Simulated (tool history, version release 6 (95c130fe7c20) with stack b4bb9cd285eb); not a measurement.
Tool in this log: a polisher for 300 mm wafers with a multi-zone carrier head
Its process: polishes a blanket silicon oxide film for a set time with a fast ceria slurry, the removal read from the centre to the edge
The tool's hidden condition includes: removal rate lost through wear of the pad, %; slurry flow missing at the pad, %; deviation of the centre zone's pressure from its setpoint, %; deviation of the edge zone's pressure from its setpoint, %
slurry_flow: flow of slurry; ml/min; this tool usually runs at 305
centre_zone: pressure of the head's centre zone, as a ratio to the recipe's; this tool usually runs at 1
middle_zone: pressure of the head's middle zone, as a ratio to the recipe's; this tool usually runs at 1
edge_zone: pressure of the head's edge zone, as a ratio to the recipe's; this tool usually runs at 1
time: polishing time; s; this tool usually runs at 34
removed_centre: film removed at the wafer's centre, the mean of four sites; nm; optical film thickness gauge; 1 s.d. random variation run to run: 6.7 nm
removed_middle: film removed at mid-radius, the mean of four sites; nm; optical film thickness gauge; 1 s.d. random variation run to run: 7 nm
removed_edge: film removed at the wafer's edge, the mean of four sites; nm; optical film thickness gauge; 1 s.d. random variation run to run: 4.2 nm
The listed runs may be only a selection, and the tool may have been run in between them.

run	hour	slurry_flow	centre_zone	middle_zone	edge_zone	time	wafers since the last listed run	wafers polished on this pad	hours since the slurry nozzle was cleaned	hours since the centre zone pressure was calibrated	hours since the edge zone pressure was calibrated	hours since the carrier head's membrane was replaced	incoming thickness of the incoming film, nm	removed_centre	removed_middle	removed_edge
1	0	305	1	1	1	34	0	787	608	306.9	1050.7	995.4	1603.4	439.5	421.4	427.6
# hour 8.6: worn pad replaced by a new one
2	9.1	305	1	1	1	34	46	4	617.1	316	1059.8	1004.5	1595.2	488.1	468.8	470.8
3	24.8	305	1	1	1.07	34	142	146	632.8	331.7	1075.5	1020.2	1588.3	474.9	455.1	461.8
4	36.9	305	1	1	1	34	109	256	644.9	343.8	1087.6	1032.3	1571.2	446.5	449.7	445.1
5	56.6	305	1	1	1	34	178	434	664.6	363.5	1107.3	1052	1576.5	447.9	435.1	424.5
6	70.5	305	1	1	1	34	125	560	678.5	377.4	1121.2	1065.9	1577.4	444.4	424.6	421.4
7	87	305	0.97	1	1	34	149	710	695	393.9	1137.7	1082.4	1555.9	420.6	427.3	418.8
# hour 95.4: edge zone pressure recalibrated
8	95.9	305	1	1	1.08	34	62	772	703.9	402.8	0.5	1091.3	1564	430.4	422.7	432.2
# hour 104.3: worn pad replaced by a new one
9	109.1	400	0.91	1	1	34	83	43	717.1	416	13.7	1104.5	1592.1	453.4	478	468.4
10	124.2	305	1	1	0.89	44	136	180	732.2	431.1	28.8	1119.6	1562.7	604.7	575.1	539.7
# hour 138: centre zone pressure recalibrated
11	138.5	305	0.97	1	1	34	111	292	746.5	0.5	43.1	1133.9	1567.3	436.3	424.1	435.6
12	147.8	305	1	1	1	34	84	376	755.8	9.8	52.4	1143.2	1587.6	451.2	433.5	425.3
13	163.4	305	1	1.1	1.07	34	141	517	771.4	25.4	68	1158.8	1612.7	446.5	459.4	434.4
# hour 182.8: slurry nozzle cleaned
# hour 189.9: carrier head's membrane replaced by a new one
# hour 201.4: worn pad replaced by a new one
14	212.3	305	0.94	1	1	34	352	99	29.5	74.3	116.9	22.4	1551.2	459.3	461.5	463
15	229.1	345	0.95	1	1	34	152	251	46.3	91.1	133.7	39.2	1595.5	438.8	452.3	436.5
16	239.9	370	1.09	0.9	1.09	34	97	349	57.1	101.9	144.5	50	1553.4	483.5	412.5	452
17	252.1	305	1	1	0.91	34	110	459	69.3	114.1	156.7	62.2	1601.3	457.3	430	405.9
18	269.1	360	0.92	1	1	34	154	613	86.3	131.1	173.7	79.2	1579.2	424.6	435.9	425
19	283.7	305	1	1	1	34	132	746	100.9	145.7	188.3	93.8	1577.2	430	420.7	424.6
# hour 294.9: worn pad replaced by a new one
20	295.4	305	1	1.03	0.94	38	69	4	112.6	157.4	200	105.5	1576.3	548.1	540.7	499.3
21	305.1	305	1	1	1	34	87	91	122.3	167.1	209.7	115.2	1568.5	471.8	461	449.8
22	322	305	1	1	1	34	153	245	139.2	184	226.6	132.1	1576.5	460.4	446.1	438.1

Below are 4 alternative next runs, each starting from the tool's condition after run 22. Predict each:
A	322.4	305	1	1	1	42	3	248	139.6	184.4	227	132.5	1562.6	?	?	?
B	322.4	305	1	0.91	0.91	25	3	248	139.6	184.4	227	132.5	1562.6	?	?	?
C	322.4	350	1	1	1	34	3	248	139.6	184.4	227	132.5	1562.6	?	?	?
D	322.4	305	1	1.12	1	34	3	248	139.6	184.4	227	132.5	1562.6	?	?	?

run	removed_centre	removed_middle	removed_edge
A	562.2	556.7	545.7
B	334.4	306.2	311.9
C	460.6	455.5	445.4
D	455.5	496.3	441.1
With the hidden condition removed and each run's random variation left untouched, the same runs would have given:
run	removed_centre	removed_middle	removed_edge
A	605.1	599.1	587.3
B	359.9	329.5	335.6
C	495.7	490.2	479.4
D	490.2	534.1	474.7
